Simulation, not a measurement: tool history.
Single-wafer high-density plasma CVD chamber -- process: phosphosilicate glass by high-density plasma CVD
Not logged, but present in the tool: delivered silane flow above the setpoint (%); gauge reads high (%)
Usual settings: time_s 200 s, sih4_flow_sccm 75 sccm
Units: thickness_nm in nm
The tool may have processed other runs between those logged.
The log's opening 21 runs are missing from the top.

run	hour	time_s	sih4_flow_sccm	wafers since the last listed run	hours since the silane flow controller was replaced	hours since the gauge calibration	read-back reference wafer on the same gauge, thickness_nm	thickness_nm
22	294.4	216	81	69	3879	493.5	1379.685	1643.259
23	308.4	200	67	87	3893	507.5	1379.915	1312.599
# hour 323.6: silane flow controller replaced
24	324.1	188	75	48	0.5	523.2	1379.995	1430.152
25	334.1	200	75	62	10.5	533.2	1380.179	1515.053
26	351.9	162	66	111	28.3	551	1380.395	1110.686
27	358.3	185	70	39	34.7	557.4	1380.028	1327.379
28	375.7	166	65	108	52.1	574.8	1379.997	1124.997
29	383.5	168	75	48	59.9	582.6	1380.266	1274.825
# hour 392.2: gauge calibrated
30	394.9	174	75	71	71.3	2.7	1380.251	1320.94
31	408.6	180	84	85	85	16.4	1379.745	1495.23
32	419.2	200	69	66	95.6	27	1379.492	1418.696
33	431.2	180	63	74	107.6	39	1379.563	1190.408
34	446.2	165	90	93	122.6	54	1380.362	1455.538
35	500	227	63	335	176.4	107.8	1379.58	1506.083
36	514.8	222	89	92	191.2	122.6	1379.907	1934.364
37	520.8	200	75	37	197.2	128.6	1379.615	1520.199
38	530.7	168	86	61	207.1	138.5	1379.456	1424.877
39	547.9	200	75	107	224.3	155.7	1379.475	1514.973
40	565.6	200	75	110	242	173.4	1380.259	1515.758

Predict each of these 3 candidate next runs independently; none follows another, all start after run 40:
A	566.1	200	70	3	242.5	173.9	?	?
B	566.1	190	62	3	242.5	173.9	?	?
C	566.1	229	89	3	242.5	173.9	?	?

run	read-back reference wafer on the same gauge, thickness_nm	thickness_nm
A	1379.903	1435.592
B	1379.903	1240.573
C	1379.903	1996.528
What these runs would have given with no unlogged condition in the tool:
run	thickness_nm
A	1415.912
B	1223.566
C	1969.158
